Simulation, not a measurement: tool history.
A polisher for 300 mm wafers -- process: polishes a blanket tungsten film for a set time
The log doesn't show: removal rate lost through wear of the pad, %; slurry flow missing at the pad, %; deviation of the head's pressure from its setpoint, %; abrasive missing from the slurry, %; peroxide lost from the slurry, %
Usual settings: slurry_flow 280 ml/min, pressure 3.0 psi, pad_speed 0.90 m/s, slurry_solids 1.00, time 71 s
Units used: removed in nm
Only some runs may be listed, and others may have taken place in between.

run	hour	slurry_flow	pressure	pad_speed	slurry_solids	time	wafers since the last listed run	wafers polished on this pad	hours since the slurry nozzle was cleaned	hours since the head pressure was calibrated	hours since the slurry blender was calibrated	hours since the slurry got fresh peroxide	incoming thickness of the incoming film, nm	removed
1	0.0	215	3.0	0.90	1.00	71	0	5102	808.6	227.4	101.1	257.6	1239.8	208.5
# hour 20.1: worn pad replaced by a new one
# hour 49.7: slurry nozzle cleaned
2	82.7	280	3.0	0.90	1.00	71	954	757	33.0	310.1	183.8	340.3	1256.3	222.4
# hour 127.4: slurry tank refilled with fresh slurry and peroxide
3	154.7	280	3.0	0.90	1.00	71	872	1629	105.0	382.1	255.8	27.3	1264.4	239.1
4	223.2	280	3.0	0.90	1.00	71	841	2471	173.5	450.6	324.3	95.8	1259.0	229.2
5	317.0	280	3.0	0.90	1.00	71	1152	3623	267.3	544.4	418.1	189.6	1256.8	222.9
6	355.2	280	3.0	0.98	1.00	71	469	4092	305.5	582.6	456.3	227.8	1262.8	229.8
# hour 388.4: slurry blender recalibrated
# hour 442.8: worn pad replaced by a new one
7	450.4	280	3.0	0.98	1.00	71	1095	93	400.7	677.8	62.0	323.0	1259.6	248.1
8	493.1	280	3.0	0.98	1.00	71	524	617	443.4	720.5	104.7	365.7	1233.0	241.1
# hour 585.3: slurry tank refilled with fresh slurry and peroxide
9	585.8	280	3.0	0.90	1.00	71	1126	1744	536.1	813.2	197.4	0.5	1242.1	232.4
10	621.8	280	3.0	0.90	1.00	71	442	2186	572.1	849.2	233.4	36.5	1259.1	228.1
# hour 786.9: slurry blender recalibrated
11	787.4	280	3.0	0.90	1.00	71	2009	4196	737.7	1014.8	0.5	202.1	1229.4	216.8
# hour 815.2: worn pad replaced by a new one
# hour 865.7: slurry nozzle cleaned
12	877.5	280	3.0	0.90	1.00	71	1045	752	11.8	1104.9	90.6	292.2	1271.0	222.2
# hour 977.2: slurry tank refilled with fresh slurry and peroxide
13	983.2	280	3.8	0.72	1.15	71	1286	2038	117.5	1210.6	196.3	6.0	1246.3	262.4
# hour 1066.8: head pressure recalibrated
14	1082.5	280	3.0	0.90	1.00	71	1195	3234	216.8	15.7	295.6	105.3	1259.6	222.1
# hour 1173.8: slurry blender recalibrated
15	1174.3	190	3.0	1.20	0.80	71	1103	4337	308.6	107.5	0.5	197.1	1255.1	246.4
# hour 1209.5: worn pad replaced by a new one
16	1268.7	335	3.0	0.90	1.10	71	1110	727	403.0	201.9	94.9	291.5	1235.0	236.8
17	1315.6	240	3.0	0.90	0.80	71	576	1303	449.9	248.8	141.8	338.4	1241.9	210.9
18	1397.8	360	3.0	0.82	1.20	71	1009	2313	532.1	331.0	224.0	420.6	1253.9	205.1
# hour 1426.3: slurry tank refilled with fresh slurry and peroxide
19	1448.6	355	3.0	1.08	1.00	71	611	2925	582.9	381.8	274.8	22.3	1252.7	267.2
20	1553.8	280	3.0	0.90	1.00	71	1292	4217	688.1	487.0	380.0	127.5	1239.2	222.9
# hour 1597.5: slurry blender recalibrated
# hour 1598.5: worn pad replaced by a new one
21	1631.3	360	3.0	0.72	1.00	71	915	402	765.6	564.5	33.8	205.0	1263.9	208.1
# hour 1661.2: slurry nozzle cleaned
22	1677.9	280	3.0	0.76	1.00	90	560	963	16.7	611.1	80.4	251.6	1237.5	261.6
23	1766.0	230	3.0	0.90	1.10	71	1082	2045	104.8	699.2	168.5	339.7	1238.9	209.5
24	1807.6	280	3.0	0.90	1.00	71	511	2556	146.4	740.8	210.1	381.3	1231.6	203.7
# hour 1856.5: slurry tank refilled with fresh slurry and peroxide
25	1873.1	280	3.0	0.62	1.00	71	792	3348	211.9	806.3	275.6	16.6	1232.2	180.0
26	1954.5	280	3.5	0.90	1.00	48	1000	4348	293.3	887.7	357.0	98.0	1272.7	177.1

4 options for the next run, each taken on its own from the tool as it stands now. Forecast them:
A	1954.9	280	3.0	0.90	1.00	71	4	4353	293.7	888.1	357.4	98.4	1260.8	?
B	1954.9	320	3.8	0.68	1.00	55	4	4353	293.7	888.1	357.4	98.4	1260.8	?
C	1954.9	280	3.0	1.18	1.00	71	4	4353	293.7	888.1	357.4	98.4	1260.8	?
D	1954.9	370	3.0	1.18	0.75	60	4	4353	293.7	888.1	357.4	98.4	1260.8	?

run	removed
A	224.5
B	186.2
C	271.2
D	221.4
Take away the tool's hidden state, keep each run's random variation, and the runs would have read:
run	removed
A	262.2
B	217.4
C	316.7
D	258.6
